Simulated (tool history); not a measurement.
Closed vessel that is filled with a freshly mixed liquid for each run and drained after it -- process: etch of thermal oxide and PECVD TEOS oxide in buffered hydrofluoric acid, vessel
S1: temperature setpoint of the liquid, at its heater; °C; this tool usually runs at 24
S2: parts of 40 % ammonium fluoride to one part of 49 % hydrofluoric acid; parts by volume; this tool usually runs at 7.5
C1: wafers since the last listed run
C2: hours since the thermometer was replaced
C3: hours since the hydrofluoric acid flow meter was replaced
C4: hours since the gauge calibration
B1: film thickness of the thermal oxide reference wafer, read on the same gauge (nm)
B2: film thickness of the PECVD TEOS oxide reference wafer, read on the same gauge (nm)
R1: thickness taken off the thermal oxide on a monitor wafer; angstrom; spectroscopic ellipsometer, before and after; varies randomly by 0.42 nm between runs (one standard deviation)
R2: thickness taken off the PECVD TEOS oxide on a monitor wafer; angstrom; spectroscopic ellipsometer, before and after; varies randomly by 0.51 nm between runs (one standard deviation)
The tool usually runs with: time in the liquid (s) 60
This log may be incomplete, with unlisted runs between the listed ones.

{"run": 1, "day": 0.0, "S1": 24, "S2": 7.5, "time in the liquid (s)": 60, "C1": 0, "C2": 2331.6, "C3": 1680.4, "C4": 1523.6, "B1": 30, "B2": 110, "R1": 819.8, "R2": 1668.9}
{"run": 2, "day": 1.996, "S1": 24, "S2": 7.5, "time in the liquid (s)": 60, "C1": 6245, "C2": 2379.5, "C3": 1728.3, "C4": 1571.5, "B1": 30.01, "B2": 109.97, "R1": 818.2, "R2": 1679.8}
{"run": 3, "day": 4.321, "S1": 24, "S2": 8.5, "time in the liquid (s)": 60, "C1": 7276, "C2": 2435.3, "C3": 1784.1, "C4": 1627.3, "B1": 30.01, "B2": 110.01, "R1": 717, "R2": 1464.6}
{"run": 4, "day": 7.896, "S1": 24, "S2": 8.5, "time in the liquid (s)": 60, "C1": 11187, "C2": 2521.1, "C3": 1869.9, "C4": 1713.1, "B1": 29.98, "B2": 110, "R1": 708, "R2": 1463.7}
{"day": 11.154, "done": "hydrofluoric acid flow meter replaced"}
{"run": 5, "day": 12.317, "S1": 24, "S2": 7.5, "time in the liquid (s)": 75, "C1": 13704, "C2": 2627.2, "C3": 27.9, "C4": 1819.2, "B1": 30, "B2": 110, "R1": 972.3, "R2": 2000.4}
{"run": 6, "day": 15.675, "S1": 24, "S2": 7.5, "time in the liquid (s)": 80, "C1": 10509, "C2": 2707.8, "C3": 108.5, "C4": 1899.8, "B1": 30.01, "B2": 110.03, "R1": 1040.4, "R2": 2148.9}
{"day": 16.017, "done": "thermometer replaced"}
{"run": 7, "day": 17.683, "S1": 24, "S2": 7.5, "time in the liquid (s)": 60, "C1": 6154, "C2": 40, "C3": 156.7, "C4": 1948, "B1": 29.98, "B2": 110.03, "R1": 822, "R2": 1683.9}
{"run": 8, "day": 26.542, "S1": 24, "S2": 7.5, "time in the liquid (s)": 60, "C1": 27722, "C2": 252.6, "C3": 369.3, "C4": 2160.6, "B1": 30.01, "B2": 109.97, "R1": 820, "R2": 1688.3}
{"run": 9, "day": 29.025, "S1": 24, "S2": 7.5, "time in the liquid (s)": 60, "C1": 7771, "C2": 312.2, "C3": 428.9, "C4": 2220.2, "B1": 30, "B2": 109.95, "R1": 822.7, "R2": 1684.1}
{"run": 10, "day": 32.008, "S1": 28, "S2": 7, "time in the liquid (s)": 60, "C1": 9336, "C2": 383.8, "C3": 500.5, "C4": 2291.8, "B1": 29.99, "B2": 110.06, "R1": 1096.6, "R2": 2241}
{"run": 11, "day": 34.296, "S1": 28, "S2": 7, "time in the liquid (s)": 60, "C1": 7158, "C2": 438.7, "C3": 555.4, "C4": 2346.7, "B1": 29.98, "B2": 109.99, "R1": 1098.7, "R2": 2243.6}
{"run": 12, "day": 39.225, "S1": 24, "S2": 7.5, "time in the liquid (s)": 60, "C1": 15425, "C2": 557, "C3": 673.7, "C4": 2465, "B1": 29.99, "B2": 110.01, "R1": 827.6, "R2": 1682.8}
{"run": 13, "day": 42.617, "S1": 26.5, "S2": 5.5, "time in the liquid (s)": 50, "C1": 10614, "C2": 638.4, "C3": 755.1, "C4": 2546.4, "B1": 29.98, "B2": 109.96, "R1": 1035, "R2": 2136.5}
{"run": 14, "day": 44.196, "S1": 22, "S2": 5, "time in the liquid (s)": 45, "C1": 4942, "C2": 676.3, "C3": 793, "C4": 2584.3, "B1": 30, "B2": 109.99, "R1": 794.6, "R2": 1627.7}
{"run": 15, "day": 48.342, "S1": 24, "S2": 10, "time in the liquid (s)": 60, "C1": 12974, "C2": 775.8, "C3": 892.5, "C4": 2683.8, "B1": 30.01, "B2": 110.02, "R1": 632.7, "R2": 1287.6}
{"run": 16, "day": 49.846, "S1": 26, "S2": 10, "time in the liquid (s)": 35, "C1": 4707, "C2": 811.9, "C3": 928.6, "C4": 2719.9, "B1": 30, "B2": 110.01, "R1": 409.1, "R2": 834.9}
{"run": 17, "day": 53.879, "S1": 24, "S2": 9, "time in the liquid (s)": 60, "C1": 12622, "C2": 908.7, "C3": 1025.4, "C4": 2816.7, "B1": 30.01, "B2": 110.01, "R1": 682.9, "R2": 1380.6}
{"day": 55.567, "done": "gauge calibrated"}
{"run": 18, "day": 56.529, "S1": 24, "S2": 7.5, "time in the liquid (s)": 60, "C1": 8293, "C2": 972.3, "C3": 1089, "C4": 23.1, "B1": 30.02, "B2": 110, "R1": 823.6, "R2": 1681.2}
{"run": 19, "day": 58.325, "S1": 24, "S2": 7.5, "time in the liquid (s)": 60, "C1": 5620, "C2": 1015.4, "C3": 1132.1, "C4": 66.2, "B1": 29.99, "B2": 110, "R1": 824.5, "R2": 1682.7}
{"run": 20, "day": 59.825, "S1": 24, "S2": 7.5, "time in the liquid (s)": 60, "C1": 4694, "C2": 1051.4, "C3": 1168.1, "C4": 102.2, "B1": 29.99, "B2": 109.99, "R1": 820.3, "R2": 1688.4}
{"run": 21, "day": 63.117, "S1": 27.5, "S2": 5, "time in the liquid (s)": 80, "C1": 10301, "C2": 1130.4, "C3": 1247.1, "C4": 181.2, "B1": 30.01, "B2": 109.97, "R1": 1910.6, "R2": 3894.7}
{"run": 22, "day": 65.675, "S1": 24, "S2": 7.5, "time in the liquid (s)": 30, "C1": 8006, "C2": 1191.8, "C3": 1308.5, "C4": 242.6, "B1": 29.98, "B2": 109.98, "R1": 408.9, "R2": 840.8}
{"run": 23, "day": 67.517, "S1": 24, "S2": 7.5, "time in the liquid (s)": 60, "C1": 5763, "C2": 1236, "C3": 1352.7, "C4": 286.8, "B1": 29.99, "B2": 110.05, "R1": 825.3, "R2": 1683.4}
{"run": 24, "day": 69.825, "S1": 24, "S2": 6, "time in the liquid (s)": 35, "C1": 7223, "C2": 1291.4, "C3": 1408.1, "C4": 342.2, "B1": 30.01, "B2": 110, "R1": 588.7, "R2": 1198.3}

What will run 25 give?
{"run": 25, "day": 71.421, "S1": 22, "S2": 7.5, "time in the liquid (s)": 70, "C1": 4994, "C2": 1329.7, "C3": 1446.4, "C4": 380.5, "B1": "?", "B2": "?", "R1": "?", "R2": "?"}

B1: 29.98
B2: 110
R1: 856.8 angstrom
R2: 1765.9 angstrom
If the tool had no hidden condition, the same run with the same run-to-run variation would have returned R1 858.7 angstrom, R2 1769.7 angstrom.
